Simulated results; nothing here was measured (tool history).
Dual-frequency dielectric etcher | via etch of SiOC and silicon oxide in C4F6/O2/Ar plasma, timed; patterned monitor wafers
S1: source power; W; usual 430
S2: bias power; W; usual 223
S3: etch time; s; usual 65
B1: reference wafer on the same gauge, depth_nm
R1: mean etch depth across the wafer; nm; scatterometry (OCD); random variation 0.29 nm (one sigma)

run	hour	S1	S2	S3	B1	R1
1	0	430	223	65	99.6	87.3
2	92.1	430	223	65	99.6	87.8
3	197	360	223	65	99.6	84.3
# hour 278.7: wet clean of the chamber
4	291.1	360	223	65	99.5	84.3
5	368.2	430	223	65	99.7	88.2
6	449.1	430	223	65	99.6	88.5
7	548.3	430	223	65	99.5	88.2
8	622.3	470	184	65	99.6	84.7
# hour 678.5: source power generator calibrated
9	721.3	380	223	65	99.7	85.7
# hour 775.8: upper electrode replaced
10	776.3	380	223	65	99.5	85.6
# hour 835.6: wet clean of the chamber
11	857.7	380	223	65	99.6	86.6
12	927.1	350	223	80.5	99.7	103.8
13	1022.3	430	223	65	99.4	88.7
14	1061.8	430	223	65	99.5	89
15	1110.9	370	223	47.5	99.5	62.5
16	1160.4	430	223	65	99.5	88.2
17	1208.7	480	223	71	99.7	99.9
18	1315.3	530	269	55	99.7	85.9
19	1401.6	340	201	52	99.6	64.6
# hour 1405.9: bias power generator calibrated
# hour 1467: wet clean of the chamber
# hour 1472.1: gauge calibrated
20	1495.7	350	248	65	99.4	86.8
21	1533.2	360	223	55.5	99.6	71.4
22	1779.4	530	223	65	99.6	93.5
23	1853.8	430	223	65	99.7	88.6
24	1913.6	430	184	71.5	99.4	90.6
25	1979.6	430	223	65	99.5	88.9
26	2039.3	430	223	65	99.6	89.1

5 ways to go on from here, each from the tool as it stands after run 26. What would each give?
A	2039.7	430	223	65	?	?
B	2039.7	460	238	47.5	?	?
C	2039.7	430	207	65	?	?
D	2039.7	400	223	54	?	?
E	2039.7	430	261	65	?	?

run	B1	R1
A	99.6	88.8
B	99.6	67.8
C	99.6	86.3
D	99.6	72.4
E	99.6	94.3
Without the tool's hidden state the same runs would have given:
run	R1
A	87.5
B	66.8
C	85.1
D	71.3
E	92.9

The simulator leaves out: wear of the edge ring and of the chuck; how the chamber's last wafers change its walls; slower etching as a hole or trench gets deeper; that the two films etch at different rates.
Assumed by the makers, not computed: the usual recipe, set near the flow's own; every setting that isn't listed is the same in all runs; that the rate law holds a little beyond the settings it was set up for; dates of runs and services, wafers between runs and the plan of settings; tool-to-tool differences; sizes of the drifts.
